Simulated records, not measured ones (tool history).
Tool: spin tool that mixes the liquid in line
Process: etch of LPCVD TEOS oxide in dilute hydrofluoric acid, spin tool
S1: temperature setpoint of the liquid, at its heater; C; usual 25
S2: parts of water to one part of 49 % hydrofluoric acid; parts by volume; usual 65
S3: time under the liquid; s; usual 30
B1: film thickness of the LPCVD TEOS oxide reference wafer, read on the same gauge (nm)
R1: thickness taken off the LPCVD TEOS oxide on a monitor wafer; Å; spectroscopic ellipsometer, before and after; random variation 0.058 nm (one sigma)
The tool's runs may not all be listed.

run,day,S1,S2,S3,B1,R1
1,0,25,70,30,50.01,97.5
# day 6.967: thermometer replaced
2,9.125,25,40,30,50.07,182.9
3,22.608,25,40,30,50.03,185.4
# day 23.492: hydrofluoric acid flow meter replaced
4,26.675,25,75,40,50.01,120.4
5,29.2,25,75,40,50,121.6
6,31.983,25,75,40,49.96,121.9
# day 35.917: gauge calibrated
7,36.275,23,65,30,50.02,99.7
8,39.525,23,65,30,49.97,98.7
9,42.783,23,65,30,49.98,100.6
# day 45.075: thermometer replaced
10,45.854,25,65,30,50,108.3
11,47.446,25,65,30,50.02,109.9
12,49.517,25,65,30,50.02,108.6
# day 49.829: hydrofluoric acid flow meter replaced
13,53.433,25,65,30,49.95,107.7
14,57.683,26.5,75,15,50,48.4
15,60.3,25,70,30,50,99.7
16,62.429,28,50,20,50,106.9
17,65.425,25,65,40,49.97,144.7
18,67.696,25,85,30,49.98,80.9
19,69.304,28,75,40,49.96,140
20,71.133,23,65,30,50.03,100.8
21,75.054,25,65,30,50.05,110.2

Forecast run 22:
# day 75.275: hydrofluoric acid flow meter replaced
22,77.604,25,85,30,?,?

Run 22 gave B1 49.98, R1 78.6 Å.
Without the tool's hidden state the same run would have given R1 78.3 Å.

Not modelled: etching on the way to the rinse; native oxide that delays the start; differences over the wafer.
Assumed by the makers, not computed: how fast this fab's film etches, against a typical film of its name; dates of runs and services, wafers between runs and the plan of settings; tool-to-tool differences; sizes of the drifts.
